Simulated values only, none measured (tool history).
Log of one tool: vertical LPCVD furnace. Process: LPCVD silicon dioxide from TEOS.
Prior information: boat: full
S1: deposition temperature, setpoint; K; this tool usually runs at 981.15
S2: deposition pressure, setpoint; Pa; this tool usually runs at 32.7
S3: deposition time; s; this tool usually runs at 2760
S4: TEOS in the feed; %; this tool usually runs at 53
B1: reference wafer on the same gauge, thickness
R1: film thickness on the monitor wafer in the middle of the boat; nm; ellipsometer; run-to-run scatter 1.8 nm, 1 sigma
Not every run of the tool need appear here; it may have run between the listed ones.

| run | hour | S1 | S2 | S3 | S4 | B1 | R1 |
|---|---|---|---|---|---|---|---|
| 1 | 0.0 | 981.15 | 32.7 | 2760 | 53 | 257.35 | 328.94 |
| 2 | 71.0 | 981.15 | 32.7 | 2760 | 53 | 257.92 | 330.73 |
| 3 | 125.4 | 981.15 | 32.7 | 2760 | 53 | 258.13 | 328.79 |
| 4 | 212.7 | 981.15 | 32.7 | 2760 | 53 | 257.36 | 333.48 |
|  | 270.2 | gauge calibrated |
| 5 | 320.3 | 981.15 | 32.7 | 2760 | 53 | 257.67 | 329.92 |
| 6 | 389.2 | 972.15 | 29.3 | 2760 | 53 | 258.84 | 256.22 |
| 7 | 448.6 | 981.15 | 32.7 | 2760 | 53 | 257.74 | 330.60 |
| 8 | 486.1 | 981.15 | 24.7 | 1920 | 53 | 257.81 | 200.45 |
| 9 | 575.4 | 974.15 | 27.3 | 2760 | 59 | 258.15 | 275.36 |
|  | 640.5 | pressure gauge zeroed |
| 10 | 678.5 | 981.15 | 40.7 | 2760 | 44 | 257.72 | 340.01 |
| 11 | 733.2 | 981.15 | 32.7 | 3180 | 53 | 258.55 | 384.28 |
| 12 | 823.3 | 977.15 | 40.0 | 2760 | 53 | 258.65 | 338.95 |
| 13 | 877.7 | 981.15 | 32.7 | 2760 | 53 | 257.89 | 337.14 |
| 14 | 922.0 | 981.15 | 40.7 | 2760 | 44 | 258.04 | 341.86 |
| 15 | 1007.3 | 981.15 | 38.7 | 3810 | 53 | 258.26 | 506.03 |
| 16 | 1066.2 | 988.15 | 26.0 | 2400 | 46 | 258.22 | 284.28 |
|  | 1096.7 | thermocouples replaced and temperature profile calibrated |
|  | 1161.3 | TEOS flow controller replaced |
| 17 | 1161.8 | 981.15 | 26.0 | 2760 | 47 | 259.09 | 265.62 |
| 18 | 1220.8 | 981.15 | 32.7 | 2760 | 53 | 257.66 | 315.03 |
| 19 | 1290.5 | 972.15 | 26.0 | 2100 | 61 | 258.70 | 187.95 |
| 20 | 1328.1 | 989.15 | 32.7 | 2760 | 59 | 258.51 | 402.30 |
| 21 | 1410.8 | 981.15 | 32.7 | 1980 | 53 | 258.51 | 222.96 |
| 22 | 1459.6 | 981.15 | 30.7 | 2760 | 62 | 257.28 | 329.94 |
| 23 | 1521.1 | 970.15 | 32.7 | 2760 | 49 | 259.09 | 234.78 |
| 24 | 1562.2 | 981.15 | 32.7 | 2760 | 53 | 257.69 | 314.72 |
| 25 | 1666.3 | 981.15 | 35.3 | 2760 | 53 | 258.13 | 328.34 |
| 26 | 1772.7 | 974.15 | 38.7 | 3270 | 45 | 257.77 | 324.29 |
| 27 | 1810.8 | 981.15 | 32.7 | 2760 | 48 | 257.98 | 301.07 |
| 28 | 2037.0 | 981.15 | 26.0 | 2760 | 43 | 258.08 | 255.26 |
| 29 | 2079.0 | 984.15 | 32.7 | 2760 | 53 | 258.11 | 340.70 |
| 30 | 2157.4 | 972.15 | 35.3 | 1950 | 53 | 257.67 | 188.10 |
| 31 | 2379.1 | 981.15 | 32.7 | 2760 | 53 | 258.45 | 318.14 |

Run by run, hidden condition taken away, random variation retained:
Hidden conditions of the tool in this case: true tube temperature minus thermocouple reading, K; true pressure minus gauge reading, mTorr; deviation of the TEOS flow from its setpoint, %; gauge reads high (%).
| run | R1 |
|---|---|
| 1 | 316.17 |
| 2 | 317.25 |
| 3 | 314.89 |
| 4 | 318.55 |
| 5 | 314.08 |
| 6 | 243.15 |
| 7 | 313.41 |
| 8 | 189.79 |
| 9 | 259.69 |
| 10 | 319.74 |
| 11 | 360.64 |
| 12 | 316.85 |
| 13 | 314.67 |
| 14 | 318.52 |
| 15 | 469.86 |
| 16 | 263.61 |
| 17 | 264.61 |
| 18 | 313.81 |
| 19 | 187.18 |
| 20 | 400.67 |
| 21 | 221.98 |
| 22 | 328.42 |
| 23 | 233.59 |
| 24 | 313.09 |
| 25 | 326.42 |
| 26 | 322.09 |
| 27 | 298.96 |
| 28 | 252.85 |
| 29 | 337.34 |
| 30 | 186.00 |
| 31 | 313.61 |

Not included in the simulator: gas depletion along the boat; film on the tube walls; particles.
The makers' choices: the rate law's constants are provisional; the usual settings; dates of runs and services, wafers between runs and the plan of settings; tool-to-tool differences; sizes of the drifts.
